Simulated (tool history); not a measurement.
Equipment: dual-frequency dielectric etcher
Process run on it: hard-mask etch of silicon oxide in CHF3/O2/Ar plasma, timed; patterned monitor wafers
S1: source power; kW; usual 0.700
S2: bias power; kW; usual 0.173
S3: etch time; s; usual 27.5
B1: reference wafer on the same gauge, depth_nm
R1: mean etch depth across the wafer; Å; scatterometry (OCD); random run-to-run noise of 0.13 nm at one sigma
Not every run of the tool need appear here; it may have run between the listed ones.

Run 1, day 0.000: usual settings; B1 54.3. Result: R1 536 Å.
Run 2, day 1.033: usual settings; B1 54.3. Result: R1 536 Å.
Run 3, day 2.333: usual settings; B1 54.3. Result: R1 535 Å.
Run 4, day 2.846: usual settings; B1 54.3. Result: R1 534 Å.
Run 5, day 4.033: usual settings; B1 54.3. Result: R1 531 Å.
Run 6, day 4.538: usual settings; B1 54.2. Result: R1 532 Å.
Run 7, day 6.000: usual settings; B1 54.3. Result: R1 533 Å.
Run 8, day 6.821: usual settings but S1 0.620 kW; B1 54.3. Result: R1 510 Å.
Run 9, day 8.058: usual settings but S1 0.620 kW; B1 54.2. Result: R1 511 Å.
Run 10, day 8.729: usual settings but S2 0.182 kW; B1 54.3. Result: R1 540 Å.
Run 11, day 9.792: usual settings but S2 0.182 kW; B1 54.3. Result: R1 537 Å.
Run 12, day 11.046: usual settings but S2 0.199 kW, S3 30.5 s; B1 54.3. Result: R1 615 Å.
Run 13, day 11.975: usual settings but S2 0.144 kW, S3 32.5 s; B1 54.3. Result: R1 590 Å.
Run 14, day 13.054: usual settings but S1 0.850 kW, S2 0.187 kW; B1 54.3. Result: R1 579 Å.
Run 15, day 15.767: usual settings but S1 0.650 kW, S3 31.0 s; B1 54.3. Result: R1 594 Å.
Run 16, day 16.746: usual settings but S1 0.800 kW, S2 0.200 kW, S3 33.0 s; B1 54.3. Result: R1 711 Å.
Run 17, day 18.029: usual settings; B1 54.3. Result: R1 538 Å.
Run 18, day 19.083: usual settings but S1 0.630 kW, S2 0.189 kW; B1 54.3. Result: R1 534 Å.
Run 19, day 21.583: usual settings; B1 54.4. Result: R1 537 Å.
Run 20, day 22.529: usual settings; B1 54.3. Result: R1 537 Å.
Run 21, day 23.392: usual settings; B1 54.2. Result: R1 537 Å.
Run 22, day 24.192: usual settings but S1 0.640 kW, S2 0.146 kW, S3 24.5 s; B1 54.3. Result: R1 439 Å.

Missing from the log above: 6 entries noted between runs. For each, name the pair of listed runs it sits between and say how the tool's hidden condition differs from the listed run just before to the listed run just after:
From run 2 to run 3: gauge calibrated (day 1.629)
  etch rate over this chamber's usual, %: -0.68 -> -0.8
  measured minus no-state result, R1: -4 -> -4 Å
From run 11 to run 12: bias power generator calibrated (day 10.208)
  etch rate over this chamber's usual, %: -1.49 -> -1.61
  measured minus no-state result, R1: -8 -> -10 Å
From run 12 to run 13: source power generator calibrated (day 11.954)
  etch rate over this chamber's usual, %: -1.61 -> -1.69
  measured minus no-state result, R1: -10 -> -11 Å
From run 14 to run 15: wet clean of the chamber (day 14.571); upper electrode replaced (day 15.550)
  etch rate over this chamber's usual, %: -1.79 -> 0.581
  measured minus no-state result, R1: -11 -> +3 Å
From run 17 to run 18: gauge calibrated (day 18.683)
  etch rate over this chamber's usual, %: 0.371 -> 0.273
  measured minus no-state result, R1: +2 -> +1 Å
